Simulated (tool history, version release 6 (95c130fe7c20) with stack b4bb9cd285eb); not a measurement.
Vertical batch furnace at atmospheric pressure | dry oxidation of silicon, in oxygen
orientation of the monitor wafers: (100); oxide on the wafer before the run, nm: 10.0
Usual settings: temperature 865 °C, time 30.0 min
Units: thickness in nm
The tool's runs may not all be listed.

run	hour	temperature	time	wafers since the last listed run	hours since the last temperature calibration	hours since the boat lift was adjusted	hours since the gauge calibration	read-back reference wafer on the same gauge, thickness	thickness
1	0.0	865	30.0	0	1008.5	3172.1	509.5	17.61	16.30
2	33.8	865	30.0	515	1042.3	3205.9	543.3	17.60	16.30
3	73.2	875	41.0	600	1081.7	3245.3	582.7	17.61	19.00
4	120.1	875	41.0	714	1128.6	3292.2	629.6	17.59	19.10
5	155.3	875	41.0	536	1163.8	3327.4	664.8	17.60	19.06
6	204.5	865	26.0	749	1213.0	3376.6	714.0	17.61	15.67
7	276.3	865	26.0	1094	1284.8	3448.4	785.8	17.63	15.78
8	420.3	865	26.0	2194	1428.8	3592.4	929.8	17.60	15.69
9	616.8	865	20.5	2994	1625.3	3788.9	1126.3	17.62	14.75
10	688.6	865	20.5	1094	1697.1	3860.7	1198.1	17.59	14.80
11	754.2	865	20.5	999	1762.7	3926.3	1263.7	17.62	14.82
12	779.8	865	30.0	390	1788.3	3951.9	1289.3	17.59	16.42
13	850.3	865	30.0	1074	1858.8	4022.4	1359.8	17.61	16.42
14	912.6	865	30.0	949	1921.1	4084.7	1422.1	17.61	16.38
# hour 968.8: boat lift adjusted
15	969.3	865	30.0	498	1977.8	0.5	1478.8	17.58	16.40
16	975.5	865	30.0	94	1984.0	6.7	1485.0	17.59	16.43

Run 17 comes next. What will it give?
17	1033.1	885	22.5	877	2041.6	64.3	1542.6	?	?

{"run 17": {"read-back reference wafer on the same gauge, thickness": 17.62, "thickness": 16.56}}
Without the tool's hidden state the same run would have given thickness 16.22 nm.

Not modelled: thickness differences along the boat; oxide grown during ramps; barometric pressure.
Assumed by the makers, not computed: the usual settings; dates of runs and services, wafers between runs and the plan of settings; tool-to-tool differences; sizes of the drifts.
